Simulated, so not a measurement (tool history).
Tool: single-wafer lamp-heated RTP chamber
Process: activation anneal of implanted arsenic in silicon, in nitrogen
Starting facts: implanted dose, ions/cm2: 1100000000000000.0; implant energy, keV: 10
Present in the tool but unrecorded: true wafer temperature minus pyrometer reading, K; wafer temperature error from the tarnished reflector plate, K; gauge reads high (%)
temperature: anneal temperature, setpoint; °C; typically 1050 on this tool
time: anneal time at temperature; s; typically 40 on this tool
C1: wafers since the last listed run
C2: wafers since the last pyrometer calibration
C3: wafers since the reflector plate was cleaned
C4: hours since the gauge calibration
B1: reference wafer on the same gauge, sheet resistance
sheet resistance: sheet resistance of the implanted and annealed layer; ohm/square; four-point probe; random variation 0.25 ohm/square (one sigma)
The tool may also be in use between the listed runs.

Run 1, day 0.000: usual settings; C1 0; C2 62; C3 1990; C4 1240.1; B1 122.09. Result: sheet resistance 110.09 ohm/square.
Run 2, day 6.567: usual settings but temperature 1058 °C; C1 1696; C2 1759; C3 3687; C4 1397.7; B1 121.92. Result: sheet resistance 106.99 ohm/square.
At day 12.808: reflector plate cleaned.
Run 3, day 13.608: usual settings; C1 1733; C2 3493; C3 206; C4 1566.7; B1 122.02. Result: sheet resistance 109.66 ohm/square.
Run 4, day 15.512: usual settings; C1 492; C2 3985; C3 698; C4 1612.4; B1 121.93. Result: sheet resistance 109.92 ohm/square.
At day 15.646: gauge calibrated.
Run 5, day 18.354: usual settings; C1 734; C2 4719; C3 1433; C4 65.0; B1 122.00. Result: sheet resistance 109.79 ohm/square.
Run 6, day 20.162: usual settings but time 55 s; C1 467; C2 5186; C3 1900; C4 108.4; B1 121.99. Result: sheet resistance 105.63 ohm/square.
At day 22.512: pyrometer window cleaned and pyrometer calibrated.
Run 7, day 22.700: usual settings but temperature 1036 °C, time 31 s; C1 569; C2 48; C3 2469; C4 169.3; B1 122.05. Result: sheet resistance 117.41 ohm/square.
Run 8, day 24.996: usual settings but temperature 1036 °C, time 31 s; C1 593; C2 641; C3 3063; C4 224.4; B1 121.99. Result: sheet resistance 118.35 ohm/square.
Run 9, day 27.871: usual settings; C1 742; C2 1384; C3 3806; C4 293.4; B1 122.04. Result: sheet resistance 109.74 ohm/square.
Run 10, day 29.271: usual settings but temperature 1061 °C; C1 361; C2 1746; C3 4168; C4 327.0; B1 121.99. Result: sheet resistance 106.35 ohm/square.
Run 11, day 31.633: usual settings but temperature 1061 °C; C1 610; C2 2356; C3 4778; C4 383.7; B1 122.02. Result: sheet resistance 106.45 ohm/square.
Run 12, day 34.138: usual settings; C1 647; C2 3004; C3 5425; C4 443.8; B1 122.00. Result: sheet resistance 109.45 ohm/square.
At day 34.758: reflector plate cleaned.
Run 13, day 36.017: usual settings; C1 399; C2 3403; C3 325; C4 488.9; B1 122.00. Result: sheet resistance 110.07 ohm/square.
Run 14, day 42.342: usual settings; C1 1634; C2 5037; C3 1959; C4 640.7; B1 121.95. Result: sheet resistance 109.26 ohm/square.
Run 15, day 44.642: usual settings but temperature 1064 °C, time 48 s; C1 594; C2 5632; C3 2554; C4 695.9; B1 122.03. Result: sheet resistance 104.00 ohm/square.
At day 45.042: pyrometer window cleaned and pyrometer calibrated.
Run 16, day 47.392: usual settings; C1 624; C2 607; C3 3178; C4 761.9; B1 121.99. Result: sheet resistance 109.63 ohm/square.
Run 17, day 50.542: usual settings but temperature 1034 °C; C1 814; C2 1421; C3 3992; C4 837.5; B1 121.97. Result: sheet resistance 114.39 ohm/square.
Run 18, day 52.075: usual settings but temperature 1075 °C, time 17 s; C1 396; C2 1817; C3 4388; C4 874.3; B1 122.08. Result: sheet resistance 113.99 ohm/square.
Run 19, day 53.521: usual settings but temperature 1035 °C, time 53 s; C1 373; C2 2190; C3 4762; C4 909.0; B1 122.07. Result: sheet resistance 110.04 ohm/square.
Run 20, day 54.667: usual settings; C1 296; C2 2487; C3 5058; C4 936.5; B1 121.99. Result: sheet resistance 109.49 ohm/square.
Run 21, day 56.896: usual settings but temperature 1033 °C, time 61 s; C1 576; C2 3063; C3 5634; C4 990.0; B1 122.00. Result: sheet resistance 109.08 ohm/square.
Run 22, day 58.654: usual settings; C1 454; C2 3517; C3 6089; C4 1032.2; B1 121.91. Result: sheet resistance 109.75 ohm/square.
At day 59.012: reflector plate cleaned.
Run 23, day 61.562: usual settings but time 25 s; C1 665; C2 4182; C3 659; C4 1102.0; B1 122.02. Result: sheet resistance 116.70 ohm/square.
Run 24, day 62.717: usual settings but temperature 1064 °C, time 29 s; C1 298; C2 4481; C3 957; C4 1129.7; B1 122.02. Result: sheet resistance 110.24 ohm/square.
At day 63.812: pyrometer window cleaned and pyrometer calibrated.
Run 25, day 65.396: usual settings but temperature 1080 °C; C1 606; C2 409; C3 1563; C4 1194.0; B1 122.06. Result: sheet resistance 101.82 ohm/square.
Run 26, day 66.608: usual settings but temperature 1023 °C; C1 313; C2 722; C3 1877; C4 1223.1; B1 121.99. Result: sheet resistance 119.04 ohm/square.
Run 27, day 69.442: usual settings but time 62 s; C1 732; C2 1455; C3 2609; C4 1291.1; B1 122.01. Result: sheet resistance 104.61 ohm/square.
Run 28, day 70.529: usual settings but temperature 1042 °C, time 32 s; C1 281; C2 1736; C3 2890; C4 1317.2; B1 121.99. Result: sheet resistance 115.57 ohm/square.
Run 29, day 71.562: usual settings but temperature 1023 °C, time 34 s; C1 267; C2 2003; C3 3157; C4 1342.0; B1 121.97. Result: sheet resistance 121.48 ohm/square.
Run 30, day 77.067: usual settings but temperature 1037 °C, time 30 s; C1 1422; C2 3425; C3 4579; C4 1474.1; B1 122.03. Result: sheet resistance 117.58 ohm/square.
Run 31, day 78.146: usual settings; C1 278; C2 3704; C3 4858; C4 1500.0; B1 121.95. Result: sheet resistance 109.90 ohm/square.
Run 32, day 79.800: usual settings but temperature 1068 °C, time 20 s; C1 427; C2 4131; C3 5286; C4 1539.7; B1 121.99. Result: sheet resistance 113.32 ohm/square.
Run 33, day 81.671: usual settings but temperature 1040 °C, time 47 s; C1 483; C2 4615; C3 5769; C4 1584.6; B1 121.96. Result: sheet resistance 110.04 ohm/square.
At day 82.188: reflector plate cleaned.
At day 83.704: pyrometer window cleaned and pyrometer calibrated.
Run 34, day 83.846: usual settings but temperature 1065 °C, time 33 s; C1 389; C2 36; C3 342; C4 1636.8; B1 122.02. Result: sheet resistance 108.01 ohm/square.
Run 35, day 86.104: usual settings but temperature 1033 °C, time 22 s; C1 583; C2 620; C3 926; C4 1691.0; B1 121.95. Result: sheet resistance 125.83 ohm/square.
Run 36, day 88.850: usual settings; C1 709; C2 1330; C3 1635; C4 1756.9; B1 121.94. Result: sheet resistance 109.74 ohm/square.
At day 89.638: gauge calibrated.
Run 37, day 90.483: usual settings but temperature 1077 °C, time 31 s; C1 422; C2 1752; C3 2058; C4 20.3; B1 122.06. Result: sheet resistance 105.53 ohm/square.

For each entry between runs, how does the tool's hidden state at the last listed run before it compare with that at the first listed run after it?
Runs 2 to 3: reflector plate cleaned (day 12.808)
  the hidden state is the same at both runs
Runs 4 to 5: gauge calibrated (day 15.646)
  the hidden state is the same at both runs
Runs 6 to 7: pyrometer window cleaned and pyrometer calibrated (day 22.512)
  the hidden state is the same at both runs
Runs 12 to 13: reflector plate cleaned (day 34.758)
  the hidden state is the same at both runs
Runs 15 to 16: pyrometer window cleaned and pyrometer calibrated (day 45.042)
  the hidden state is the same at both runs
Runs 22 to 23: reflector plate cleaned (day 59.012)
  the hidden state is the same at both runs
Runs 24 to 25: pyrometer window cleaned and pyrometer calibrated (day 63.812)
  the hidden state is the same at both runs
Runs 33 to 34: reflector plate cleaned (day 82.188); pyrometer window cleaned and pyrometer calibrated (day 83.704)
  the hidden state is the same at both runs
Runs 36 to 37: gauge calibrated (day 89.638)
  the hidden state is the same at both runs

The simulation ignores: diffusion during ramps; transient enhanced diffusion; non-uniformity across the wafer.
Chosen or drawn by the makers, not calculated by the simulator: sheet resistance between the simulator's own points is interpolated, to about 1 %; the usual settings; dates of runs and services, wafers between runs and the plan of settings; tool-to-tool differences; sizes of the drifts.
